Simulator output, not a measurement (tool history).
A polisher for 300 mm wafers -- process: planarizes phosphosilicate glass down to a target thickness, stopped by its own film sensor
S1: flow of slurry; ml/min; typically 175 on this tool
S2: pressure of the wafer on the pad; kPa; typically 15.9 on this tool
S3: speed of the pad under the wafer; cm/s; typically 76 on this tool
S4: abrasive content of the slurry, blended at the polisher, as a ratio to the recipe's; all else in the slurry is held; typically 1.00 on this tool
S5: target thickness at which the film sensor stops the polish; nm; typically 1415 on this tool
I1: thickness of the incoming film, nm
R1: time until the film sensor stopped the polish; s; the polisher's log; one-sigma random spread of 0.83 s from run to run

run 1 hour=0.0 | S1=175 S2=15.9 S3=76 S4=1.00 S5=1337 | I1=1864.8 | R1=104.4
run 2 hour=16.8 | S1=175 S2=15.9 S3=76 S4=1.00 S5=1337 | I1=1834.8 | R1=99.2
run 3 hour=30.9 | S1=175 S2=15.9 S3=76 S4=1.00 S5=1337 | I1=1858.1 | R1=103.6
-- hour=44.7 worn pad replaced by a new one
run 4 hour=48.2 | S1=175 S2=15.9 S3=76 S4=1.00 S5=1415 | I1=1828.6 | R1=82.9
run 5 hour=63.4 | S1=175 S2=15.9 S3=76 S4=1.00 S5=1415 | I1=1838.2 | R1=87.1
run 6 hour=76.0 | S1=175 S2=15.9 S3=76 S4=1.00 S5=1415 | I1=1824.1 | R1=84.0
run 7 hour=88.6 | S1=175 S2=15.9 S3=76 S4=1.00 S5=1415 | I1=1844.1 | R1=89.5
run 8 hour=128.6 | S1=175 S2=15.9 S3=76 S4=1.00 S5=1415 | I1=1855.1 | R1=92.0
run 9 hour=140.6 | S1=175 S2=15.9 S3=76 S4=1.00 S5=1415 | I1=1853.7 | R1=92.1
-- hour=151.5 worn pad replaced by a new one
run 10 hour=152.0 | S1=175 S2=15.9 S3=76 S4=1.00 S5=1415 | I1=1863.3 | R1=93.7
run 11 hour=166.4 | S1=205 S2=15.9 S3=76 S4=1.00 S5=1415 | I1=1844.5 | R1=86.9
run 12 hour=174.9 | S1=160 S2=15.9 S3=76 S4=1.00 S5=1415 | I1=1849.5 | R1=91.5
run 13 hour=189.2 | S1=175 S2=19.3 S3=84 S4=1.00 S5=1415 | I1=1826.1 | R1=70.3
run 14 hour=204.7 | S1=145 S2=12.4 S3=88 S4=1.00 S5=1369 | I1=1860.8 | R1=111.6
run 15 hour=218.1 | S1=175 S2=15.9 S3=66 S4=1.00 S5=1415 | I1=1868.1 | R1=104.3
-- hour=221.8 head pressure recalibrated
run 16 hour=224.4 | S1=175 S2=15.9 S3=76 S4=1.00 S5=1415 | I1=1825.8 | R1=85.4
-- hour=230.1 slurry blender recalibrated
-- hour=237.1 slurry nozzle cleaned
run 17 hour=240.1 | S1=140 S2=20.0 S3=76 S4=1.00 S5=1415 | I1=1857.6 | R1=79.2
-- hour=243.7 conditioning disc replaced and pad reconditioned
-- hour=247.0 worn pad replaced by a new one
run 18 hour=256.4 | S1=230 S2=20.7 S3=76 S4=1.25 S5=1470 | I1=1869.7 | R1=59.8
run 19 hour=271.3 | S1=175 S2=15.9 S3=100 S4=0.80 S5=1415 | I1=1850.7 | R1=80.6
run 20 hour=281.4 | S1=175 S2=15.9 S3=76 S4=1.00 S5=1415 | I1=1880.2 | R1=91.9
run 21 hour=288.7 | S1=150 S2=15.9 S3=76 S4=0.75 S5=1415 | I1=1823.0 | R1=96.7
run 22 hour=303.4 | S1=195 S2=15.9 S3=54 S4=1.20 S5=1415 | I1=1863.6 | R1=104.9
run 23 hour=314.8 | S1=175 S2=15.9 S3=76 S4=1.00 S5=1415 | I1=1823.2 | R1=83.0

Below are 3 alternative next runs, each starting from the tool's condition after run 23. Predict each:
run A hour=315.3 | S1=175 S2=15.9 S3=76 S4=1.00 S5=1415 | I1=1864.7 | R1=?
run B hour=315.3 | S1=230 S2=17.9 S3=96 S4=1.00 S5=1276 | I1=1864.7 | R1=?
run C hour=315.3 | S1=175 S2=15.9 S3=92 S4=1.00 S5=1415 | I1=1864.7 | R1=?

run=A R1=93.2
run=B R1=93.2
run=C R1=82.2
With the hidden condition removed and each run's random variation left untouched, the same runs would have given:
run=A R1=86.0
run=B R1=86.0
run=C R1=75.8
